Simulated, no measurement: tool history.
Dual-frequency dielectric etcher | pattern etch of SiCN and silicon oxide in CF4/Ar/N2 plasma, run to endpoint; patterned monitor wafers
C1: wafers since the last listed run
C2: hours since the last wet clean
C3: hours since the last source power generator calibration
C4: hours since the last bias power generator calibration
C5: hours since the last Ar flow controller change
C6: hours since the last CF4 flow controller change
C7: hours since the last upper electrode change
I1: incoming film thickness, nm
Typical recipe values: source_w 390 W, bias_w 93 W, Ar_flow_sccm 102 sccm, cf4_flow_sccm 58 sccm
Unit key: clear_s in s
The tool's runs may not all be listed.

run 1 hour=0.0 | source_w=310 bias_w=106 Ar_flow_sccm=102 cf4_flow_sccm=58 | C1=0 C2=253.5 C3=4132.4 C4=519.9 C5=3315.1 C6=4621.0 C7=1136.7 | I1=14.46 | clear_s=20.2
run 2 hour=73.2 | source_w=310 bias_w=106 Ar_flow_sccm=102 cf4_flow_sccm=58 | C1=1457 C2=326.7 C3=4205.6 C4=593.1 C5=3388.3 C6=4694.2 C7=1209.9 | I1=14.42 | clear_s=19.8
-- hour=169.8 wet clean of the chamber
run 3 hour=170.3 | source_w=330 bias_w=93 Ar_flow_sccm=102 cf4_flow_sccm=65 | C1=1455 C2=0.5 C3=4302.7 C4=690.2 C5=3485.4 C6=4791.3 C7=1307.0 | I1=14.37 | clear_s=20.3
run 4 hour=241.8 | source_w=330 bias_w=93 Ar_flow_sccm=102 cf4_flow_sccm=65 | C1=1423 C2=72.0 C3=4374.2 C4=761.7 C5=3556.9 C6=4862.8 C7=1378.5 | I1=14.41 | clear_s=20.1
-- hour=293.2 source power generator calibrated
run 5 hour=346.8 | source_w=330 bias_w=93 Ar_flow_sccm=102 cf4_flow_sccm=65 | C1=2011 C2=177.0 C3=53.6 C4=866.7 C5=3661.9 C6=4967.8 C7=1483.5 | I1=14.57 | clear_s=21.1
run 6 hour=394.4 | source_w=390 bias_w=93 Ar_flow_sccm=102 cf4_flow_sccm=58 | C1=947 C2=224.6 C3=101.2 C4=914.3 C5=3709.5 C6=5015.4 C7=1531.1 | I1=14.31 | clear_s=17.2
run 7 hour=441.3 | source_w=390 bias_w=93 Ar_flow_sccm=102 cf4_flow_sccm=58 | C1=934 C2=271.5 C3=148.1 C4=961.2 C5=3756.4 C6=5062.3 C7=1578.0 | I1=14.53 | clear_s=17.3
run 8 hour=525.4 | source_w=390 bias_w=93 Ar_flow_sccm=102 cf4_flow_sccm=58 | C1=1674 C2=355.6 C3=232.2 C4=1045.3 C5=3840.5 C6=5146.4 C7=1662.1 | I1=14.41 | clear_s=16.9
-- hour=619.6 wet clean of the chamber
run 9 hour=620.1 | source_w=330 bias_w=93 Ar_flow_sccm=102 cf4_flow_sccm=65 | C1=1408 C2=0.5 C3=326.9 C4=1140.0 C5=3935.2 C6=5241.1 C7=1756.8 | I1=14.32 | clear_s=20.7
run 10 hour=636.2 | source_w=390 bias_w=93 Ar_flow_sccm=102 cf4_flow_sccm=58 | C1=320 C2=16.6 C3=343.0 C4=1156.1 C5=3951.3 C6=5257.2 C7=1772.9 | I1=14.44 | clear_s=17.4
run 11 hour=684.8 | source_w=290 bias_w=93 Ar_flow_sccm=123 cf4_flow_sccm=49 | C1=967 C2=65.2 C3=391.6 C4=1204.7 C5=3999.9 C6=5305.8 C7=1821.5 | I1=14.46 | clear_s=26.3
-- hour=714.1 CF4 flow controller replaced
run 12 hour=779.9 | source_w=490 bias_w=93 Ar_flow_sccm=102 cf4_flow_sccm=54 | C1=1774 C2=160.3 C3=486.7 C4=1299.8 C5=4095.0 C6=65.8 C7=1916.6 | I1=14.35 | clear_s=13.5
run 13 hour=864.5 | source_w=390 bias_w=93 Ar_flow_sccm=102 cf4_flow_sccm=58 | C1=1684 C2=244.9 C3=571.3 C4=1384.4 C5=4179.6 C6=150.4 C7=2001.2 | I1=14.34 | clear_s=17.2
-- hour=943.8 bias power generator calibrated
run 14 hour=967.0 | source_w=430 bias_w=93 Ar_flow_sccm=113 cf4_flow_sccm=58 | C1=1961 C2=347.4 C3=673.8 C4=23.2 C5=4282.1 C6=252.9 C7=2103.7 | I1=14.27 | clear_s=15.3
run 15 hour=1022.8 | source_w=390 bias_w=93 Ar_flow_sccm=102 cf4_flow_sccm=58 | C1=1111 C2=403.2 C3=729.6 C4=79.0 C5=4337.9 C6=308.7 C7=2159.5 | I1=14.50 | clear_s=16.9
run 16 hour=1072.5 | source_w=390 bias_w=93 Ar_flow_sccm=102 cf4_flow_sccm=58 | C1=989 C2=452.9 C3=779.3 C4=128.7 C5=4387.6 C6=358.4 C7=2209.2 | I1=14.39 | clear_s=16.6
run 17 hour=1116.2 | source_w=310 bias_w=105 Ar_flow_sccm=115 cf4_flow_sccm=58 | C1=870 C2=496.6 C3=823.0 C4=172.4 C5=4431.3 C6=402.1 C7=2252.9 | I1=14.33 | clear_s=20.7
-- hour=1156.0 Ar flow controller replaced
-- hour=1180.3 wet clean of the chamber
run 18 hour=1180.8 | source_w=480 bias_w=75 Ar_flow_sccm=102 cf4_flow_sccm=58 | C1=689 C2=0.5 C3=887.6 C4=237.0 C5=24.8 C6=466.7 C7=2317.5 | I1=14.49 | clear_s=15.6
-- hour=1229.9 upper electrode replaced
run 19 hour=1238.3 | source_w=450 bias_w=93 Ar_flow_sccm=102 cf4_flow_sccm=46 | C1=667 C2=58.0 C3=945.1 C4=294.5 C5=82.3 C6=524.2 C7=8.4 | I1=14.35 | clear_s=15.1
run 20 hour=1300.8 | source_w=390 bias_w=113 Ar_flow_sccm=102 cf4_flow_sccm=58 | C1=1244 C2=120.5 C3=1007.6 C4=357.0 C5=144.8 C6=586.7 C7=70.9 | I1=14.29 | clear_s=15.5
run 21 hour=1363.9 | source_w=390 bias_w=93 Ar_flow_sccm=102 cf4_flow_sccm=69 | C1=1256 C2=183.6 C3=1070.7 C4=420.1 C5=207.9 C6=649.8 C7=134.0 | I1=14.39 | clear_s=16.7
run 22 hour=1463.3 | source_w=390 bias_w=110 Ar_flow_sccm=102 cf4_flow_sccm=58 | C1=1979 C2=283.0 C3=1170.1 C4=519.5 C5=307.3 C6=749.2 C7=233.4 | I1=14.40 | clear_s=15.6
run 23 hour=1555.9 | source_w=350 bias_w=93 Ar_flow_sccm=102 cf4_flow_sccm=47 | C1=1844 C2=375.6 C3=1262.7 C4=612.1 C5=399.9 C6=841.8 C7=326.0 | I1=14.37 | clear_s=19.3
run 24 hour=1612.2 | source_w=290 bias_w=93 Ar_flow_sccm=102 cf4_flow_sccm=62 | C1=1121 C2=431.9 C3=1319.0 C4=668.4 C5=456.2 C6=898.1 C7=382.3 | I1=14.38 | clear_s=23.5
-- hour=1718.5 wet clean of the chamber
run 25 hour=1719.0 | source_w=390 bias_w=93 Ar_flow_sccm=91 cf4_flow_sccm=58 | C1=1649 C2=0.5 C3=1425.8 C4=775.2 C5=563.0 C6=1004.9 C7=489.1 | I1=14.48 | clear_s=17.0

For each run, what was the tool's unlogged condition?
bias power that arrives over what is set, %: 0, the same for each run
Ar flow that arrives over what is set, %: 0, the same for each run
CF4 flow that arrives over what is set, %: 0, the same for each run
H1: etch rate over this chamber's usual, %
H2: source power that arrives over what is set, %
run=1 H1=2.74 H2=5.04
run=2 H1=3.53 H2=5.13
run=3 H1=-0.702 H2=5.24
run=4 H1=0.0655 H2=5.32
run=5 H1=1.19 H2=0.892
run=6 H1=1.7 H2=0.948
run=7 H1=2.21 H2=1
run=8 H1=3.11 H2=1.1
run=9 H1=-0.125 H2=1.21
run=10 H1=0.0477 H2=1.23
run=11 H1=0.57 H2=1.29
run=12 H1=1.59 H2=1.4
run=13 H1=2.5 H2=1.5
run=14 H1=3.6 H2=1.62
run=15 H1=4.2 H2=1.68
run=16 H1=4.73 H2=1.74
run=17 H1=5.2 H2=1.79
run=18 H1=-0.357 H2=1.86
run=19 H1=0.261 H2=1.93
run=20 H1=0.932 H2=2
run=21 H1=1.61 H2=2.08
run=22 H1=2.68 H2=2.19
run=23 H1=3.67 H2=2.3
run=24 H1=4.28 H2=2.37
run=25 H1=0.0761 H2=2.49

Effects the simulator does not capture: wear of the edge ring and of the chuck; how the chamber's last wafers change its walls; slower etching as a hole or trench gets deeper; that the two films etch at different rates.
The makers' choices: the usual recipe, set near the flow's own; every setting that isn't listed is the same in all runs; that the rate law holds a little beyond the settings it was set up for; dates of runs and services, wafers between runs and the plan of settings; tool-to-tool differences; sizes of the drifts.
